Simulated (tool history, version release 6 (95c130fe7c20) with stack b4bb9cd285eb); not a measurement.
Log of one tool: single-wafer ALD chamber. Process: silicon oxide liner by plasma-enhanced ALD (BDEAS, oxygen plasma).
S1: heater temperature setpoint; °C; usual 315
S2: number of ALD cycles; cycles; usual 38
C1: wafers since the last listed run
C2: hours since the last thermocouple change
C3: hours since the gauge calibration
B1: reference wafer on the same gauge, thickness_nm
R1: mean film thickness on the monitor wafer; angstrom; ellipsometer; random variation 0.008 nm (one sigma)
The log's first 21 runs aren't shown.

run   hour   S1  S2   C1     C2     C3     B1     R1
 22  514.4  321  33  135  186.5   39.3   3.65  27.72
 23  531.2  322  33  124  203.3   56.1  3.652  27.53
 24    563  307  35  235  235.1   87.9   3.65  29.98
 25  586.6  315  38  174  258.7  111.5  3.652  32.05
 26  599.8  315  36   97  271.9  124.7  3.649  30.52
 27  613.5  307  35  101  285.6  138.4   3.65  29.69
 28  635.6  321  34  163  307.7  160.5   3.65  28.45
 29  661.3  320  34  190  333.4  186.2   3.65  28.45
 30  683.7  302  45  165  355.8  208.6  3.651  38.73
 31  715.5  315  33  235  387.6  240.4  3.648  27.97
 32  731.9  307  38  121    404  256.8  3.652  32.53
 33  746.3  325  33  106  418.4  271.2  3.649  27.45
 34  766.7  326  45  151  438.8  291.6  3.648  37.48
 35  794.4  315  38  205  466.5  319.3  3.652   32.1
 36  823.4  315  38  214  495.5  348.3  3.649  32.06
 37  844.9  319  35  159    517  369.8  3.648  29.43

4 ways to go on from here, each from the tool as it stands after run 37. What would each give?
  A  845.4  325  38   3  517.5  370.3   ?   ?
  B  845.4  328  38   3  517.5  370.3   ?   ?
  C  845.4  305  41   3  517.5  370.3   ?   ?
  D  845.4  315  41   3  517.5  370.3   ?   ?

run     B1     R1
  A  3.649  31.67
  B  3.649  31.55
  C  3.649  35.04
  D  3.649  34.61
Without the tool's hidden state the same runs would have given:
run     R1
  A  31.67
  B  31.55
  C  35.04
  D  34.61

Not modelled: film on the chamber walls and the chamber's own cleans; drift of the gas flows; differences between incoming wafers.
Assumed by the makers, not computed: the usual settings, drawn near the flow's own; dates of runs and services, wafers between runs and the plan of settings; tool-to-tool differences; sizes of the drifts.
